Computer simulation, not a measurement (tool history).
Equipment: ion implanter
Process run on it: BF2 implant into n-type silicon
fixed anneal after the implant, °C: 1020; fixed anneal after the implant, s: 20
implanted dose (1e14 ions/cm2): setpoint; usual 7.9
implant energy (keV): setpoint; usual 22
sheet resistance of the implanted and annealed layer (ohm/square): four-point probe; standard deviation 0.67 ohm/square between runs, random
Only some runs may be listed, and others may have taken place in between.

run	hour	implanted dose (1e14 ions/cm2)	implant energy (keV)	wafers since the last listed run	hours since the last dose calibration	hours since the extraction supply was calibrated	hours since the gauge calibration	read-back reference wafer on the same gauge, sheet resistance	sheet resistance of the implanted and annealed layer (ohm/square)
1	0	7.9	22	0	848.2	4621.7	1535.8	197.37	200.61
2	72.4	7.9	22	805	920.6	4694.1	1608.2	197.63	201.67
3	179.5	7.9	22	1191	1027.7	4801.2	1715.3	197.88	200.79
4	287	7.9	22	1195	1135.2	4908.7	1822.8	198.38	201.87
5	365.4	7.9	22	872	1213.6	4987.1	1901.2	198.36	201.72
6	453.2	7.9	22	976	1301.4	5074.9	1989	198.56	202.49
# hour 554.5: Faraday cup replaced and dose calibrated
7	557.6	7.9	22	1072	3.1	5179.3	2093.4	198.85	202.69
8	629.7	7.9	22	801	75.2	5251.4	2165.5	199.01	204.04
9	720.2	7.9	22	1006	165.7	5341.9	2256	199.17	202.57
10	810.5	7.9	22	1004	256	5432.2	2346.3	199.55	203.21
11	851	7.9	22	450	296.5	5472.7	2386.8	199.6	202.99
12	947.5	7.9	22	1073	393	5569.2	2483.3	200.02	205.26
13	1019.4	7.9	19	799	464.9	5641.1	2555.2	200.15	211.96
14	1066.1	7.9	22	519	511.6	5687.8	2601.9	200.23	204.47
15	1113.2	6.57	19	523	558.7	5734.9	2649	200.29	237.97
16	1173.8	6.57	19	674	619.3	5795.5	2709.6	200.31	237.22
17	1279.6	7.9	22	1176	725.1	5901.3	2815.4	200.56	205.03
18	1376	7.9	22	1072	821.5	5997.7	2911.8	200.85	205.36
19	1477.7	7.9	22	1131	923.2	6099.4	3013.5	201.11	204.42
20	1641.6	7.9	22	1823	1087.1	6263.3	3177.4	201.53	206.01
21	1716.6	6.09	19	834	1162.1	6338.3	3252.4	201.58	250.41
22	1787.9	9.65	22	793	1233.4	6409.6	3323.7	201.98	185.19
23	1849.6	9.6	28.5	686	1295.1	6471.3	3385.4	201.97	171.13
24	1918.5	6.91	22	766	1364	6540.2	3454.3	202.27	223.91
25	2013	7.9	22	1051	1458.5	6634.7	3548.8	202.47	205.7
# hour 2032.9: gauge calibrated
26	2097.3	9.55	29	937	1542.8	6719	64.4	195.03	163.9
# hour 2244.9: extraction supply calibrated
27	2249.4	7.9	22	1602	1694.9	4.5	216.5	195.4	198.95
# hour 2263.2: Faraday cup replaced and dose calibrated
28	2355	10.07	15	1085	91.8	110.1	322.1	195.67	199.79
29	2461.3	9.79	26	1182	198.1	216.4	428.4	195.78	168.94
30	2511.7	7.9	22	560	248.5	266.8	478.8	195.96	200.29
31	2550.5	5.54	18	431	287.3	305.6	517.6	196.02	262.04
32	2645.8	8.54	17	1060	382.6	400.9	612.9	196.27	207.29
33	2949.5	9.78	29.5	3378	686.3	704.6	916.6	197.04	163.3
34	3262.8	7.9	26	3484	999.6	1017.9	1229.9	197.68	192.18
35	3323.8	7.9	22	678	1060.6	1078.9	1290.9	197.97	201.45
36	3431.1	7.9	22	1193	1167.9	1186.2	1398.2	198.14	202.09
37	3489.2	8.68	19	646	1226	1244.3	1456.3	198.41	200.29
38	3554.3	8.65	19.5	724	1291.1	1309.4	1521.4	198.61	200.19

3 options for the next run, each taken on its own from the tool as it stands now. Forecast them:
A	3554.7	7.9	22	4	1291.5	1309.8	1521.8	?	?
B	3554.7	6.93	26	4	1291.5	1309.8	1521.8	?	?
C	3554.7	7.9	26.5	4	1291.5	1309.8	1521.8	?	?

run	read-back reference wafer on the same gauge, sheet resistance	sheet resistance of the implanted and annealed layer (ohm/square)
A	198.32	203.14
B	198.32	211.31
C	198.32	193.03
Take away the tool's hidden state, keep each run's random variation, and the runs would have read:
run	sheet resistance of the implanted and annealed layer (ohm/square)
A	198.58
B	206.57
C	188.7

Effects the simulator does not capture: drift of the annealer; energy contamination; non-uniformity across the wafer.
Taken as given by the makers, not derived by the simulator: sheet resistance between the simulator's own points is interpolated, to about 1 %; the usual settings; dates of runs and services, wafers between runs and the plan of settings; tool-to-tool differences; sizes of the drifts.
